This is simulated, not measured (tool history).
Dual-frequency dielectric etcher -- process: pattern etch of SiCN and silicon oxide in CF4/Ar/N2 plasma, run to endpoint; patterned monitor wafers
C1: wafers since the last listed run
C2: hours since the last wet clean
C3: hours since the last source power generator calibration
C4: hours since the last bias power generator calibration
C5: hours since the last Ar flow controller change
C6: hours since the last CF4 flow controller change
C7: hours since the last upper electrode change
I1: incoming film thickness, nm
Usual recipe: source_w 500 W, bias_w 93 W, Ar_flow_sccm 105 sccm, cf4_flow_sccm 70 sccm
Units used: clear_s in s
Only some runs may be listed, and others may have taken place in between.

{"run": 1, "hour": 0.0, "source_w": 550, "bias_w": 93, "Ar_flow_sccm": 105, "cf4_flow_sccm": 70, "C1": 0, "C2": 278.5, "C3": 2432.2, "C4": 1379.8, "C5": 1620, "C6": 2479.5, "C7": 5184.2, "I1": 16.24, "clear_s": 14.5}
{"run": 2, "hour": 21.5, "source_w": 500, "bias_w": 93, "Ar_flow_sccm": 105, "cf4_flow_sccm": 76, "C1": 341, "C2": 300, "C3": 2453.7, "C4": 1401.3, "C5": 1641.5, "C6": 2501, "C7": 5205.7, "I1": 16.1, "clear_s": 15.8}
{"run": 3, "hour": 50.3, "source_w": 500, "bias_w": 93, "Ar_flow_sccm": 105, "cf4_flow_sccm": 70, "C1": 457, "C2": 328.8, "C3": 2482.5, "C4": 1430.1, "C5": 1670.3, "C6": 2529.8, "C7": 5234.5, "I1": 16.31, "clear_s": 16.2}
{"hour": 90.2, "done": "wet clean of the chamber"}
{"run": 4, "hour": 90.7, "source_w": 500, "bias_w": 93, "Ar_flow_sccm": 105, "cf4_flow_sccm": 70, "C1": 260, "C2": 0.5, "C3": 2522.9, "C4": 1470.5, "C5": 1710.7, "C6": 2570.2, "C7": 5274.9, "I1": 16.03, "clear_s": 15.9}
{"run": 5, "hour": 93.9, "source_w": 500, "bias_w": 93, "Ar_flow_sccm": 121, "cf4_flow_sccm": 70, "C1": 50, "C2": 3.7, "C3": 2526.1, "C4": 1473.7, "C5": 1713.9, "C6": 2573.4, "C7": 5278.1, "I1": 16.38, "clear_s": 16.6}
{"run": 6, "hour": 116.6, "source_w": 500, "bias_w": 93, "Ar_flow_sccm": 105, "cf4_flow_sccm": 70, "C1": 360, "C2": 26.4, "C3": 2548.8, "C4": 1496.4, "C5": 1736.6, "C6": 2596.1, "C7": 5300.8, "I1": 16, "clear_s": 16}
{"run": 7, "hour": 139.6, "source_w": 500, "bias_w": 93, "Ar_flow_sccm": 105, "cf4_flow_sccm": 70, "C1": 365, "C2": 49.4, "C3": 2571.8, "C4": 1519.4, "C5": 1759.6, "C6": 2619.1, "C7": 5323.8, "I1": 16.35, "clear_s": 16.3}
{"run": 8, "hour": 161.2, "source_w": 500, "bias_w": 93, "Ar_flow_sccm": 105, "cf4_flow_sccm": 70, "C1": 342, "C2": 71, "C3": 2593.4, "C4": 1541, "C5": 1781.2, "C6": 2640.7, "C7": 5345.4, "I1": 16.1, "clear_s": 16}
{"run": 9, "hour": 180.3, "source_w": 500, "bias_w": 93, "Ar_flow_sccm": 118, "cf4_flow_sccm": 70, "C1": 303, "C2": 90.1, "C3": 2612.5, "C4": 1560.1, "C5": 1800.3, "C6": 2659.8, "C7": 5364.5, "I1": 16.15, "clear_s": 16.3}
{"run": 10, "hour": 200.6, "source_w": 450, "bias_w": 93, "Ar_flow_sccm": 105, "cf4_flow_sccm": 63, "C1": 322, "C2": 110.4, "C3": 2632.8, "C4": 1580.4, "C5": 1820.6, "C6": 2680.1, "C7": 5384.8, "I1": 16.13, "clear_s": 18.2}
{"hour": 227.4, "done": "bias power generator calibrated"}
{"run": 11, "hour": 236.3, "source_w": 500, "bias_w": 80, "Ar_flow_sccm": 105, "cf4_flow_sccm": 80, "C1": 503, "C2": 146.1, "C3": 2668.5, "C4": 8.9, "C5": 1856.3, "C6": 2715.8, "C7": 5420.5, "I1": 16.24, "clear_s": 16.7}
{"hour": 279.9, "done": "source power generator calibrated"}
{"hour": 295.4, "done": "upper electrode replaced"}
{"hour": 299.2, "done": "CF4 flow controller replaced"}
{"run": 12, "hour": 299.7, "source_w": 540, "bias_w": 93, "Ar_flow_sccm": 105, "cf4_flow_sccm": 63, "C1": 635, "C2": 209.5, "C3": 19.8, "C4": 72.3, "C5": 1919.7, "C6": 0.5, "C7": 4.3, "I1": 16.19, "clear_s": 13.6}
{"run": 13, "hour": 318.4, "source_w": 500, "bias_w": 111, "Ar_flow_sccm": 105, "cf4_flow_sccm": 70, "C1": 296, "C2": 228.2, "C3": 38.5, "C4": 91, "C5": 1938.4, "C6": 19.2, "C7": 23, "I1": 16.31, "clear_s": 13.8}
{"run": 14, "hour": 383.2, "source_w": 570, "bias_w": 93, "Ar_flow_sccm": 105, "cf4_flow_sccm": 70, "C1": 1028, "C2": 293, "C3": 103.3, "C4": 155.8, "C5": 2003.2, "C6": 84, "C7": 87.8, "I1": 16, "clear_s": 12.5}
{"hour": 438.2, "done": "source power generator calibrated, repeated, since the last time left the tool worse"}
{"hour": 439.8, "done": "wet clean of the chamber"}
{"run": 15, "hour": 440.3, "source_w": 610, "bias_w": 85, "Ar_flow_sccm": 98, "cf4_flow_sccm": 57, "C1": 816, "C2": 0.5, "C3": 2.1, "C4": 212.9, "C5": 2060.3, "C6": 141.1, "C7": 144.9, "I1": 16.16, "clear_s": 13}
{"run": 16, "hour": 440.7, "source_w": 500, "bias_w": 93, "Ar_flow_sccm": 105, "cf4_flow_sccm": 70, "C1": 6, "C2": 0.9, "C3": 2.5, "C4": 213.3, "C5": 2060.7, "C6": 141.5, "C7": 145.3, "I1": 16.16, "clear_s": 15.3}
{"hour": 472.5, "done": "Ar flow controller replaced"}
{"run": 17, "hour": 473.0, "source_w": 500, "bias_w": 93, "Ar_flow_sccm": 105, "cf4_flow_sccm": 61, "C1": 417, "C2": 33.2, "C3": 34.8, "C4": 245.6, "C5": 0.5, "C6": 173.8, "C7": 177.6, "I1": 16.25, "clear_s": 15.6}
{"run": 18, "hour": 482.8, "source_w": 500, "bias_w": 93, "Ar_flow_sccm": 105, "cf4_flow_sccm": 70, "C1": 155, "C2": 43, "C3": 44.6, "C4": 255.4, "C5": 10.3, "C6": 183.6, "C7": 187.4, "I1": 16.23, "clear_s": 15.3}
{"run": 19, "hour": 513.3, "source_w": 530, "bias_w": 72, "Ar_flow_sccm": 120, "cf4_flow_sccm": 81, "C1": 484, "C2": 73.5, "C3": 75.1, "C4": 285.9, "C5": 40.8, "C6": 214.1, "C7": 217.9, "I1": 16.3, "clear_s": 16.1}
{"run": 20, "hour": 545.7, "source_w": 500, "bias_w": 78, "Ar_flow_sccm": 125, "cf4_flow_sccm": 70, "C1": 514, "C2": 105.9, "C3": 107.5, "C4": 318.3, "C5": 73.2, "C6": 246.5, "C7": 250.3, "I1": 16.15, "clear_s": 16.7}
{"run": 21, "hour": 568.9, "source_w": 580, "bias_w": 75, "Ar_flow_sccm": 105, "cf4_flow_sccm": 62, "C1": 368, "C2": 129.1, "C3": 130.7, "C4": 341.5, "C5": 96.4, "C6": 269.7, "C7": 273.5, "I1": 16.22, "clear_s": 14.4}

Run 22, settings as shown, results not yet in. Your forecast:
{"run": 22, "hour": 586.2, "source_w": 500, "bias_w": 93, "Ar_flow_sccm": 85, "cf4_flow_sccm": 70, "C1": 274, "C2": 146.4, "C3": 148, "C4": 358.8, "C5": 113.7, "C6": 287, "C7": 290.8, "I1": 16.29, "clear_s": "?"}

clear_s: 15.1 s
On a tool with no hidden condition, and with the same random variation, this run would have come out at clear_s 15.2 s.
